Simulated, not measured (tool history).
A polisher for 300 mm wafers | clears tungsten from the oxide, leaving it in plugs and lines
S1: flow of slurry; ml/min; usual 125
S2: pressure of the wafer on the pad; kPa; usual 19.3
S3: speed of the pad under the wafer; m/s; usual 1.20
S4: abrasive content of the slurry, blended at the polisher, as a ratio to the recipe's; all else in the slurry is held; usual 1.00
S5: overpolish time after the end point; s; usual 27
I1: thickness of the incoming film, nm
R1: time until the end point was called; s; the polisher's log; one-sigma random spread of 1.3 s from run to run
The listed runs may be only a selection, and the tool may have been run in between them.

run,hour,S1,S2,S3,S4,S5,I1,R1
1,0.0,125,19.3,1.20,1.00,36,528.7,142.8
2,16.6,125,15.2,1.20,1.00,27,526.9,178.4
3,47.3,125,19.3,1.32,1.00,27,520.3,130.1
4,70.6,80,19.3,1.20,1.15,27,516.5,158.0
5,84.3,150,19.3,1.20,1.20,20,524.4,133.5
6,102.1,125,19.3,1.20,1.00,27,520.4,138.8
7,129.6,80,19.3,1.20,1.15,27,525.7,159.1
8,157.2,125,19.3,1.48,0.75,27,530.9,119.8
9,172.4,125,14.5,1.50,0.85,27,528.7,153.5
10,184.5,125,19.3,1.20,1.00,27,531.0,146.1
11,209.9,100,19.3,1.20,1.00,27,520.1,149.9
12,235.5,160,19.3,1.20,0.70,27,517.0,139.0
13,252.6,105,17.2,1.20,1.00,27,530.1,164.3
14,331.2,125,24.1,1.36,0.80,21,528.3,104.1
15,349.1,145,22.8,1.42,1.00,35,524.9,100.1
16,367.0,125,19.3,1.20,1.00,27,525.6,143.1
17,396.6,90,14.5,0.82,0.75,27,529.4,309.3
18,410.6,85,15.9,0.98,0.75,27,517.9,239.1
19,425.4,160,19.3,1.20,1.00,27,528.5,137.0
20,447.9,85,19.3,1.20,1.00,35,523.4,159.1
21,483.8,125,19.3,1.20,1.30,27,522.9,135.9
22,505.2,125,24.1,1.46,1.00,32,526.2,94.5
23,523.7,125,23.4,1.20,1.00,27,527.6,118.9
24,549.8,125,19.3,1.20,1.00,43,533.9,146.3
25,572.9,165,19.3,1.60,1.25,27,529.2,100.4

Not shown here: 8 entries made in the log between runs. Locate each between two listed runs and compare the hidden state at the listed run before it with the hidden state at the listed run after it:
After run 2, before run 3: worn pad replaced by a new one (hour 29.9)
  both runs share identical hidden conditions
After run 5, before run 6: head pressure recalibrated (hour 90.3)
  both runs share identical hidden conditions
After run 10, before run 11: slurry nozzle cleaned (hour 206.7)
  both runs share identical hidden conditions
After run 12, before run 13: worn pad replaced by a new one (hour 243.9); slurry blender recalibrated (hour 248.9)
  both runs share identical hidden conditions
After run 13, before run 14: slurry tank refilled with fresh slurry and peroxide (hour 266.8)
  both runs share identical hidden conditions
After run 20, before run 21: slurry tank refilled with fresh slurry and peroxide (hour 483.2)
  both runs share identical hidden conditions
After run 22, before run 23: worn pad replaced by a new one (hour 517.1)
  both runs share identical hidden conditions
